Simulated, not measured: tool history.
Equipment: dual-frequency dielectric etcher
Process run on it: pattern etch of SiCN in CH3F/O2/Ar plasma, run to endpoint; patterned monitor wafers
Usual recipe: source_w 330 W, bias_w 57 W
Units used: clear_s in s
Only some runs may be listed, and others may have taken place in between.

| run | day | source_w | bias_w | incoming incoming film thickness, nm | clear_s |
|---|---|---|---|---|---|
| 1 | 0 | 330 | 48 | 8.76 | 28.8 |
| 2 | 1.25 | 330 | 61 | 8.8 | 26.9 |
| 3 | 2.654 | 330 | 61 | 8.83 | 27 |
| 4 | 3.55 | 330 | 61 | 8.74 | 26.8 |
| 5 | 4.775 | 330 | 57 | 8.88 | 27.8 |
| 6 | 5.521 | 330 | 57 | 8.76 | 27.4 |
| 7 | 6.962 | 330 | 57 | 8.9 | 28.1 |
|  | 8.696 | wet clean of the chamber |
| 8 | 8.717 | 330 | 57 | 8.86 | 27.2 |
| 9 | 8.921 | 330 | 57 | 8.85 | 27.2 |
| 10 | 10.354 | 330 | 57 | 8.87 | 27.2 |
| 11 | 13.267 | 330 | 57 | 8.79 | 27.1 |
| 12 | 14.246 | 330 | 57 | 8.81 | 27.3 |
| 13 | 15.442 | 330 | 50 | 8.8 | 28.5 |
| 14 | 16.379 | 330 | 50 | 8.75 | 28.2 |
| 15 | 17.325 | 330 | 50 | 8.88 | 28.7 |
| 16 | 18.121 | 330 | 49 | 8.94 | 29.2 |
|  | 18.612 | bias power generator calibrated |
|  | 19.192 | source power generator calibrated |
|  | 19.588 | upper electrode replaced |
| 17 | 19.608 | 380 | 68 | 8.84 | 24.8 |
| 18 | 19.642 | 300 | 63 | 8.71 | 27.3 |
| 19 | 21.346 | 310 | 44 | 8.68 | 29.8 |
| 20 | 22.429 | 360 | 64 | 8.85 | 25.8 |
| 21 | 23.546 | 360 | 69 | 8.77 | 25.1 |
| 22 | 24.108 | 310 | 44 | 8.82 | 30.4 |
| 23 | 25.033 | 300 | 43 | 8.86 | 31.6 |
| 24 | 25.792 | 330 | 52 | 8.84 | 28.3 |
| 25 | 26.8 | 330 | 63 | 8.78 | 26.6 |
| 26 | 27.7 | 330 | 57 | 8.84 | 27.8 |
|  | 29.096 | wet clean of the chamber |
| 27 | 29.117 | 360 | 67 | 8.75 | 24.8 |
| 28 | 29.5 | 330 | 57 | 8.79 | 26.9 |
| 29 | 30.238 | 330 | 57 | 8.81 | 27.1 |
| 30 | 30.971 | 380 | 65 | 8.81 | 24.6 |
| 31 | 31.871 | 330 | 57 | 8.8 | 27.1 |
| 32 | 32.888 | 360 | 64 | 8.66 | 25 |
| 33 | 33.779 | 260 | 48 | 8.83 | 31.7 |
| 34 | 34.854 | 330 | 57 | 8.88 | 27.7 |
| 35 | 35.846 | 330 | 57 | 8.8 | 27.4 |

Below, some changes in clear_s between adjacent runs. For each, the amount present without the hidden state too (settings, incoming material, random variation) and the amount remaining for the hidden state with gauge scatter not shared by both compared results:
Hidden state present: etch rate over this chamber's usual, %; source power that arrives over what is set, %; bias power that arrives over what is set, %.
Run 1 -> 2: bias_w 48 -> 61. clear_s -1.9 s: hidden state -0.1, all else -1.8.
Run 7 -> 8: wet clean of the chamber. clear_s -0.9 s: hidden state -0.6, all else -0.3.
Run 16 -> 17: source_w 330 -> 380, bias_w 49 -> 68, bias power generator calibrated, source power generator calibrated, upper electrode replaced. clear_s -4.4 s: hidden state +0, all else -4.4.
Run 21 -> 22: source_w 360 -> 310, bias_w 69 -> 44. clear_s +5.3 s: hidden state +0, all else +5.3.
Run 26 -> 27: source_w 330 -> 360, bias_w 57 -> 67, wet clean of the chamber. clear_s -3 s: hidden state -0.5, all else -2.5.
Run 32 -> 33: source_w 360 -> 260, bias_w 64 -> 48. clear_s +6.7 s: hidden state +0, all else +6.7.

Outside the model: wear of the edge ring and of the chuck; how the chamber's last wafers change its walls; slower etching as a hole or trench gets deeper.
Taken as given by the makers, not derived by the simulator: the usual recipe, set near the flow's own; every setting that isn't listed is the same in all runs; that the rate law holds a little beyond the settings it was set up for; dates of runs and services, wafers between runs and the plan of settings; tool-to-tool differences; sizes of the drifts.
